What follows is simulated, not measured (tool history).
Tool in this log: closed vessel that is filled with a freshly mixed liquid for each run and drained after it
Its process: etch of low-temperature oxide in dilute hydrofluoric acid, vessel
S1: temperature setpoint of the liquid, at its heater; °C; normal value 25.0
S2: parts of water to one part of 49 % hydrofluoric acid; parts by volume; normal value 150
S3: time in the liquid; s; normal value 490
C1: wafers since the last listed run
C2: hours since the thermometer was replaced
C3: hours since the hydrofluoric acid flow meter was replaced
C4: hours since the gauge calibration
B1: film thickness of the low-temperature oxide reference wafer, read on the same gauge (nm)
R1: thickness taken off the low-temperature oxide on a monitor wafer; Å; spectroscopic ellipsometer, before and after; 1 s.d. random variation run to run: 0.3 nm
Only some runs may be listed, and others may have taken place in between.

run,hour,S1,S2,S3,C1,C2,C3,C4,B1,R1
1,0.0,25.0,150,490,0,432.7,352.4,190.0,147.30,477.3
2,89.2,25.0,150,490,8280,521.9,441.6,279.2,146.46,466.3
# hour 179.3: hydrofluoric acid flow meter replaced
3,179.8,25.0,150,490,8317,612.5,0.5,369.8,145.86,471.9
4,270.7,25.0,150,490,8437,703.4,91.4,460.7,145.43,462.0
5,309.1,25.0,150,490,3564,741.8,129.8,499.1,145.29,464.3
6,415.6,25.0,150,490,9885,848.3,236.3,605.6,144.97,468.5
7,500.8,25.0,150,635,7908,933.5,321.5,690.8,144.71,606.2
8,574.8,25.0,150,635,6869,1007.5,395.5,764.8,144.61,606.7
9,655.2,28.5,90,580,7463,1087.9,475.9,845.2,144.47,1137.3
10,712.6,25.0,150,490,5328,1145.3,533.3,902.6,144.45,460.3
# hour 750.4: hydrofluoric acid flow meter replaced
# hour 759.6: gauge calibrated
11,766.1,25.0,150,490,4873,1198.8,15.7,6.5,150.44,480.3
# hour 813.6: thermometer replaced
12,833.4,29.5,85,675,6154,19.8,83.0,73.8,149.34,1507.7
13,901.4,25.0,105,490,6312,87.8,151.0,141.8,148.39,721.0
14,943.3,27.5,180,225,3889,129.7,192.9,183.7,147.95,191.1
15,1010.6,27.5,130,720,6247,197.0,260.2,251.0,147.32,903.4
16,1176.8,25.0,150,490,15427,363.2,426.4,417.2,146.23,466.0

Forecast each of these 3 alternatives for the next run:
A,1177.6,25.0,150,610,74,364.0,427.2,418.0,?,?
B,1177.6,27.0,170,330,74,364.0,427.2,418.0,?,?
C,1177.6,25.0,200,325,74,364.0,427.2,418.0,?,?

run,B1,R1
A,146.22,584.6
B,146.22,293.6
C,146.22,220.7
Had the tool no hidden state, the same runs would have come out as:
run,R1
A,599.6
B,301.1
C,226.4
